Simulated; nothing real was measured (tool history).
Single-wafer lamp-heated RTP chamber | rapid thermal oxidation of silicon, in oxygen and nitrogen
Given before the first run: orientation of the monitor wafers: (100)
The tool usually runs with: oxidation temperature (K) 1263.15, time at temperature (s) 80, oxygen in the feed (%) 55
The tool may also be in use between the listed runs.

run   hour  oxidation temperature (K)  time at temperature (s)  oxygen in the feed (%)  wafers since the last listed run  wafers since the last pyrometer calibration  hours since the oxygen flow controller was replaced  hours since the gauge calibration  read-back reference wafer on the same gauge, thickness  oxide thickness on the monitor wafer (angstrom)
  1    0.0                    1263.15                       80                      55                                 0                                         4185                                               3868.3                              507.2                                                   4.329                                            51.27
      59.7  -- gauge calibrated
  2  105.3                    1263.15                       80                      55                              1135                                         5321                                               3973.6                               45.6                                                   4.331                                            51.35
  3  172.6                    1263.15                       80                      55                               725                                         6046                                               4040.9                              112.9                                                   4.332                                            51.64
     186.8  -- pyrometer window cleaned and pyrometer calibrated
  4  226.7                    1249.15                       80                      55                               497                                          430                                               4095.0                              167.0                                                   4.331                                            45.94
  5  296.7                    1263.15                       80                      55                               754                                         1184                                               4165.0                              237.0                                                   4.331                                            50.94
  6  370.6                    1263.15                       80                      55                               796                                         1981                                               4238.9                              310.9                                                   4.331                                            50.79
     390.3  -- oxygen flow controller replaced
  7  409.0                    1263.15                       80                      55                               327                                         2309                                                 18.7                              349.3                                                   4.330                                            50.88
  8  452.9                    1263.15                       80                      55                               473                                         2782                                                 62.6                              393.2                                                   4.330                                            51.09
  9  506.2                    1263.15                       80                      55                               574                                         3357                                                115.9                              446.5                                                   4.328                                            51.08
 10  597.6                    1243.15                       68                      55                               985                                         4343                                                207.3                              537.9                                                   4.331                                            41.57
 11  660.1                    1293.15                       80                      55                               673                                         5017                                                269.8                              600.4                                                   4.330                                            63.56
 12  709.6                    1277.15                       95                      77                               533                                         5550                                                319.3                              649.9                                                   4.329                                            68.88
     723.0  -- pyrometer window cleaned and pyrometer calibrated
     772.8  -- gauge calibrated
 13  815.8                    1237.15                       41                      55                              1058                                         1000                                                425.5                               43.0                                                   4.330                                            33.01
 14  891.1                    1277.15                       95                      77                               811                                         1812                                                500.8                              118.3                                                   4.329                                            68.34
 15  928.5                    1287.15                      107                      42                               403                                         2215                                                538.2                              155.7                                                   4.332                                            62.91
 16  985.6                    1289.15                       80                      74                               615                                         2831                                                595.3                              212.8                                                   4.330                                            68.32

Each row is a separate what-if for the run after 16, all from the same tool condition, not one after another. Results?
  A  986.0                    1263.15                       80                      55                                 4                                         2835                                                595.7                              213.2                                                       ?                                                ?
  B  986.0                    1236.15                       51                      55                                 4                                         2835                                                595.7                              213.2                                                       ?                                                ?
  C  986.0                    1249.15                       69                      65                                 4                                         2835                                                595.7                              213.2                                                       ?                                                ?
  D  986.0                    1245.15                       95                      35                                 4                                         2835                                                595.7                              213.2                                                       ?                                                ?
  E  986.0                    1263.15                       62                      55                                 4                                         2835                                                595.7                              213.2                                                       ?                                                ?

run  read-back reference wafer on the same gauge, thickness  oxide thickness on the monitor wafer (angstrom)
  A                                                   4.330                                            51.12
  B                                                   4.330                                            35.50
  C                                                   4.330                                            45.91
  D                                                   4.330                                            41.91
  E                                                   4.330                                            45.88
With no hidden state in the tool, these same runs would have given:
run  oxide thickness on the monitor wafer (angstrom)
  A                                            50.61
  B                                            35.20
  C                                            45.46
  D                                            41.52
  E                                            45.44

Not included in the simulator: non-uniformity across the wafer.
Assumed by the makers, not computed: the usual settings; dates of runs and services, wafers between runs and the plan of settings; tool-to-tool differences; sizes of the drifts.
